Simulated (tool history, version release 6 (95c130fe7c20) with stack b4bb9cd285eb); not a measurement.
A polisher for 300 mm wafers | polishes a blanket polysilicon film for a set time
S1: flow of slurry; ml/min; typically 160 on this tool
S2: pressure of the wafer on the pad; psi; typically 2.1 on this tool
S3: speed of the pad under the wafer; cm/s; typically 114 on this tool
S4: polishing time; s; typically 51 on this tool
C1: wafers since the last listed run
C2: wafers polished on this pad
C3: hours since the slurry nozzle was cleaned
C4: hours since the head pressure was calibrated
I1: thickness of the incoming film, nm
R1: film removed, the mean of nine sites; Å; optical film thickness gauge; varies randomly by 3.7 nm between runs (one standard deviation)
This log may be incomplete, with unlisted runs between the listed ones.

run 1 hour=0 | S1=160 S2=1.7 S3=114 S4=51 | C1=0 C2=403 C3=260.1 C4=1246.1 | I1=1804.9 | R1=2961
run 2 hour=11.5 | S1=160 S2=1.8 S3=114 S4=51 | C1=158 C2=562 C3=271.6 C4=1257.6 | I1=1785.7 | R1=3133
run 3 hour=18.9 | S1=160 S2=1.8 S3=114 S4=51 | C1=101 C2=664 C3=279 C4=1265 | I1=1795.5 | R1=3128
run 4 hour=33 | S1=160 S2=1.8 S3=114 S4=51 | C1=194 C2=858 C3=293.1 C4=1279.1 | I1=1779.9 | R1=3092
run 5 hour=47.3 | S1=160 S2=2.6 S3=114 S4=45 | C1=197 C2=1055 C3=307.4 C4=1293.4 | I1=1791.8 | R1=3794
-- hour=56.6 worn pad replaced by a new one
run 6 hour=63.6 | S1=160 S2=2.6 S3=114 S4=45 | C1=169 C2=96 C3=323.7 C4=1309.7 | I1=1774.4 | R1=3805
run 7 hour=72.8 | S1=160 S2=2.6 S3=114 S4=45 | C1=126 C2=223 C3=332.9 C4=1318.9 | I1=1785.5 | R1=3838
run 8 hour=79.1 | S1=140 S2=2.1 S3=114 S4=64 | C1=86 C2=310 C3=339.2 C4=1325.2 | I1=1797.5 | R1=4288
run 9 hour=91.7 | S1=140 S2=2.1 S3=114 S4=64 | C1=173 C2=483 C3=351.8 C4=1337.8 | I1=1801.2 | R1=4311
-- hour=100.4 head pressure recalibrated
run 10 hour=109 | S1=160 S2=2.1 S3=94 S4=51 | C1=210 C2=694 C3=369.1 C4=8.6 | I1=1796.3 | R1=3106
run 11 hour=120.8 | S1=160 S2=2.1 S3=94 S4=51 | C1=162 C2=857 C3=380.9 C4=20.4 | I1=1802.2 | R1=3159
run 12 hour=135.9 | S1=160 S2=2.1 S3=94 S4=51 | C1=208 C2=1065 C3=396 C4=35.5 | I1=1769.4 | R1=3083
run 13 hour=152.3 | S1=160 S2=2.1 S3=114 S4=51 | C1=225 C2=1291 C3=412.4 C4=51.9 | I1=1805.1 | R1=3444
-- hour=168.5 worn pad replaced by a new one, of another model than before
run 14 hour=169 | S1=160 S2=2.1 S3=114 S4=51 | C1=174 C2=7 C3=429.1 C4=68.6 | I1=1798.9 | R1=3295
run 15 hour=174.4 | S1=160 S2=2.1 S3=114 S4=51 | C1=74 C2=81 C3=434.5 C4=74 | I1=1796.2 | R1=3358
run 16 hour=181.3 | S1=160 S2=2.1 S3=114 S4=51 | C1=95 C2=176 C3=441.4 C4=80.9 | I1=1797.6 | R1=3280
run 17 hour=190.9 | S1=160 S2=2.1 S3=114 S4=51 | C1=132 C2=309 C3=451 C4=90.5 | I1=1800.4 | R1=3309
run 18 hour=214 | S1=210 S2=2.1 S3=82 S4=51 | C1=318 C2=627 C3=474.1 C4=113.6 | I1=1820.5 | R1=3312
run 19 hour=222.2 | S1=205 S2=2.1 S3=98 S4=66 | C1=112 C2=740 C3=482.3 C4=121.8 | I1=1778.9 | R1=4446
run 20 hour=229.5 | S1=160 S2=1.8 S3=114 S4=46 | C1=100 C2=840 C3=489.6 C4=129.1 | I1=1816.9 | R1=2642
run 21 hour=235.7 | S1=125 S2=2.1 S3=114 S4=51 | C1=85 C2=926 C3=495.8 C4=135.3 | I1=1787.7 | R1=2770
-- hour=254.4 worn pad replaced by a new one
run 22 hour=254.9 | S1=140 S2=1.7 S3=152 S4=43 | C1=209 C2=6 C3=515 C4=154.5 | I1=1814.1 | R1=2478
run 23 hour=266.9 | S1=195 S2=2.7 S3=102 S4=67 | C1=165 C2=171 C3=527 C4=166.5 | I1=1813.4 | R1=5296
-- hour=271.9 slurry nozzle cleaned
run 24 hour=278.7 | S1=160 S2=2.1 S3=114 S4=51 | C1=148 C2=320 C3=6.8 C4=178.3 | I1=1801.2 | R1=3634
run 25 hour=294.9 | S1=160 S2=1.7 S3=114 S4=42 | C1=223 C2=543 C3=23 C4=194.5 | I1=1815.2 | R1=2602
run 26 hour=306.1 | S1=160 S2=2.1 S3=114 S4=51 | C1=154 C2=698 C3=34.2 C4=205.7 | I1=1769.2 | R1=3484
run 27 hour=320.9 | S1=160 S2=1.7 S3=114 S4=63 | C1=203 C2=902 C3=49 C4=220.5 | I1=1800.5 | R1=3881
run 28 hour=327.2 | S1=160 S2=2.1 S3=114 S4=51 | C1=86 C2=988 C3=55.3 C4=226.8 | I1=1791.9 | R1=3583
run 29 hour=334.9 | S1=160 S2=2.1 S3=114 S4=51 | C1=106 C2=1094 C3=63 C4=234.5 | I1=1835.8 | R1=3565
run 30 hour=347.5 | S1=140 S2=2.7 S3=134 S4=34 | C1=173 C2=1268 C3=75.6 C4=247.1 | I1=1785.4 | R1=2808
-- hour=362.3 worn pad replaced by a new one
run 31 hour=362.8 | S1=160 S2=2.1 S3=94 S4=51 | C1=155 C2=7 C3=90.9 C4=262.4 | I1=1763 | R1=3289
run 32 hour=371.4 | S1=200 S2=2.7 S3=98 S4=51 | C1=118 C2=125 C3=99.5 C4=271 | I1=1800.6 | R1=4243
run 33 hour=384.3 | S1=160 S2=2.1 S3=114 S4=51 | C1=177 C2=303 C3=112.4 C4=283.9 | I1=1791.4 | R1=3562
run 34 hour=390.3 | S1=205 S2=1.9 S3=80 S4=51 | C1=82 C2=386 C3=118.4 C4=289.9 | I1=1815.1 | R1=3167
run 35 hour=397.8 | S1=160 S2=2.1 S3=114 S4=51 | C1=103 C2=489 C3=125.9 C4=297.4 | I1=1775.9 | R1=3555
run 36 hour=408.6 | S1=160 S2=2.1 S3=88 S4=51 | C1=148 C2=638 C3=136.7 C4=308.2 | I1=1786.8 | R1=3216
run 37 hour=416.7 | S1=160 S2=2.1 S3=114 S4=51 | C1=111 C2=749 C3=144.8 C4=316.3 | I1=1781 | R1=3504

Alternative continuations, all from the tool just after run 37; predict every row:
run A hour=417.1 | S1=160 S2=2.1 S3=102 S4=51 | C1=5 C2=755 C3=145.2 C4=316.7 | I1=1785 | R1=?
run B hour=417.1 | S1=135 S2=2.7 S3=92 S4=66 | C1=5 C2=755 C3=145.2 C4=316.7 | I1=1785 | R1=?
run C hour=417.1 | S1=160 S2=2.1 S3=138 S4=35 | C1=5 C2=755 C3=145.2 C4=316.7 | I1=1785 | R1=?
run D hour=417.1 | S1=105 S2=2.3 S3=88 S4=56 | C1=5 C2=755 C3=145.2 C4=316.7 | I1=1785 | R1=?

run=A R1=3337
run=B R1=4594
run=C R1=2547
run=D R1=2729
With the hidden condition removed and each run's random variation left untouched, the same runs would have given:
run=A R1=3499
run=B R1=4898
run=C R1=2671
run=D R1=3042
